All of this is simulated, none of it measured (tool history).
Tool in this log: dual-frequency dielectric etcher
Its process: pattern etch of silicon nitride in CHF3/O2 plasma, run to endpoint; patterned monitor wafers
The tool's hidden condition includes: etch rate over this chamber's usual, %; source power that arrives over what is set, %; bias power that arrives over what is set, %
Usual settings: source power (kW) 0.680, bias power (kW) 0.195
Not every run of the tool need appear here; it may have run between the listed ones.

run   hour  source power (kW)  bias power (kW)  wafers since the last listed run  hours since the last wet clean  hours since the last source power generator calibration  hours since the last bias power generator calibration  hours since the last upper electrode change  incoming incoming film thickness, nm  endpoint time (s)
  1    0.0              0.680            0.195                                 0                           388.7                                                   3177.9                                                 1847.0                                       4515.8                                  81.0               51.8
  2   15.6              0.680            0.195                               131                           404.3                                                   3193.5                                                 1862.6                                       4531.4                                  81.2               52.1
  3   31.0              0.680            0.195                               129                           419.7                                                   3208.9                                                 1878.0                                       4546.8                                  80.9               51.7
  4   45.0              0.680            0.195                               117                           433.7                                                   3222.9                                                 1892.0                                       4560.8                                  80.3               52.0
  5   60.5              0.680            0.195                               130                           449.2                                                   3238.4                                                 1907.5                                       4576.3                                  80.9               52.0
  6   78.4              0.680            0.195                               150                           467.1                                                   3256.3                                                 1925.4                                       4594.2                                  79.2               51.0
  7  101.2              0.680            0.195                               191                           489.9                                                   3279.1                                                 1948.2                                       4617.0                                  80.7               52.2
  8  114.0              0.680            0.195                               107                           502.7                                                   3291.9                                                 1961.0                                       4629.8                                  80.8               52.1
  9  121.9              0.680            0.195                                66                           510.6                                                   3299.8                                                 1968.9                                       4637.7                                  80.3               52.0
 10  134.3              0.680            0.195                               104                           523.0                                                   3312.2                                                 1981.3                                       4650.1                                  80.9               52.3
 11  143.0              0.680            0.195                                73                           531.7                                                   3320.9                                                 1990.0                                       4658.8                                  79.2               51.0
 12  155.8              0.580            0.195                               107                           544.5                                                   3333.7                                                 2002.8                                       4671.6                                  79.8               55.6
 13  171.3              0.580            0.195                               130                           560.0                                                   3349.2                                                 2018.3                                       4687.1                                  80.5               56.5
 14  199.1              0.680            0.195                               233                           587.8                                                   3377.0                                                 2046.1                                       4714.9                                  80.6               52.5
 15  211.8              0.680            0.152                               106                           600.5                                                   3389.7                                                 2058.8                                       4727.6                                  80.3               60.0
 16  223.8              0.680            0.229                               100                           612.5                                                   3401.7                                                 2070.8                                       4739.6                                  80.8               48.1
 17  237.2              0.600            0.242                               112                           625.9                                                   3415.1                                                 2084.2                                       4753.0                                  80.3               49.8
 18  245.2              0.680            0.195                                67                           633.9                                                   3423.1                                                 2092.2                                       4761.0                                  80.9               52.6
 19  253.6              0.620            0.170                                70                           642.3                                                   3431.5                                                 2100.6                                       4769.4                                  80.9               59.5
 20  260.5              0.750            0.239                                58                           649.2                                                   3438.4                                                 2107.5                                       4776.3                                  80.9               46.0
     295.5  -- source power generator calibrated
     303.5  -- wet clean of the chamber
     310.3  -- upper electrode replaced
     313.6  -- bias power generator calibrated
 21  314.1              0.820            0.220                               264                            10.6                                                     18.6                                                    0.5                                          3.8                                  79.6               42.5
 22  320.7              0.680            0.195                                55                            17.2                                                     25.2                                                    7.1                                         10.4                                  80.2               49.9
 23  337.3              0.610            0.195                               139                            33.8                                                     41.8                                                   23.7                                         27.0                                  80.0               52.6
 24  355.2              0.510            0.219                               150                            51.7                                                     59.7                                                   41.6                                         44.9                                  80.9               55.1
 25  367.6              0.830            0.221                               104                            64.1                                                     72.1                                                   54.0                                         57.3                                  80.5               42.8
 26  378.8              0.820            0.220                                94                            75.3                                                     83.3                                                   65.2                                         68.5                                  79.5               42.6
 27  388.4              0.680            0.195                                80                            84.9                                                     92.9                                                   74.8                                         78.1                                  80.9               50.7
 28  405.0              0.590            0.224                               139                           101.5                                                    109.5                                                   91.4                                         94.7                                  81.2               50.3

Per-run results on a tool with no hidden state, each run keeping its own random variation:
run  endpoint time (s)
  1               50.4
  2               50.6
  3               50.2
  4               50.3
  5               50.3
  6               49.3
  7               50.3
  8               50.2
  9               50.1
 10               50.3
 11               49.0
 12               53.3
 13               54.1
 14               50.2
 15               57.3
 16               45.9
 17               47.5
 18               50.1
 19               56.6
 20               43.7
 21               42.5
 22               49.9
 23               52.5
 24               55.0
 25               42.7
 26               42.4
 27               50.4
 28               50.0
